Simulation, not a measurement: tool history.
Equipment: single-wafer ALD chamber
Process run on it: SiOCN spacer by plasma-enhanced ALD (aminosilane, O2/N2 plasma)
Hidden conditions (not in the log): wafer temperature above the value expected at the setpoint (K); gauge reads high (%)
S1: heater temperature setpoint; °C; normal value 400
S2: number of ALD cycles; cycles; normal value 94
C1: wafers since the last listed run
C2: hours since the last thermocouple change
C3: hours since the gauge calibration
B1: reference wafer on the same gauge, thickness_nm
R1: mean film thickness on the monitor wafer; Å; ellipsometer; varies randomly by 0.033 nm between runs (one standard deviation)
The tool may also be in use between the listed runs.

run	hour	S1	S2	C1	C2	C3	B1	R1
1	0	400	94	0	1157.8	333.2	5.816	58.28
2	140.7	400	94	299	1298.5	473.9	5.826	58.23
3	172.9	400	94	68	1330.7	506.1	5.831	58.32
4	228.2	400	94	117	1386	561.4	5.821	58.49
5	256.4	400	94	59	1414.2	589.6	5.811	57.82
6	289.8	400	94	71	1447.6	623	5.829	58.3
7	351.8	400	94	131	1509.6	685	5.83	57.7
8	416.6	400	94	137	1574.4	749.8	5.801	58.44
9	477.9	400	94	130	1635.7	811.1	5.823	58.38
10	511.3	400	94	71	1669.1	844.5	5.827	58
11	546.7	400	94	75	1704.5	879.9	5.815	58.85
12	617.2	400	94	149	1775	950.4	5.812	58.58
13	654.1	400	94	78	1811.9	987.3	5.817	58.06
14	695.3	400	108	87	1853.1	1028.5	5.824	66.62
15	736.7	400	108	88	1894.5	1069.9	5.822	66.5
16	775	387	77	81	1932.8	1108.2	5.818	48.01
17	829.8	400	108	116	1987.6	1163	5.825	66.5
18	900.2	396	94	149	2058	1233.4	5.812	58.02
# hour 935: thermocouple changed; heater temperature recalibrated
19	949.8	400	107	88	14.8	1283	5.841	67.05
20	979.9	409	111	63	44.9	1313.1	5.831	67.19
21	1030.9	386	76	108	95.9	1364.1	5.827	47.14
# hour 1158.9: gauge calibrated
22	1212.9	414	110	386	277.9	54	5.836	65.77
23	1265.4	400	94	111	330.4	106.5	5.822	58.36
24	1333.9	413	103	145	398.9	175	5.832	61.78
25	1384.8	400	94	108	449.8	225.9	5.811	58.34
26	1432	390	94	100	497	273.1	5.811	58.99
27	1466	410	77	72	531	307.1	5.804	46.47
28	1529	394	94	133	594	370.1	5.818	58.48
29	1569.7	395	94	86	634.7	410.8	5.829	57.89
30	1617	406	94	100	682	458.1	5.807	57.59
31	1644.7	392	87	58	709.7	485.8	5.807	53.86

State the hidden condition of the tool at each of the runs:
wafer temperature above the value expected at the setpoint (K): 0 on each run
gauge reads high (%): 0 on each run
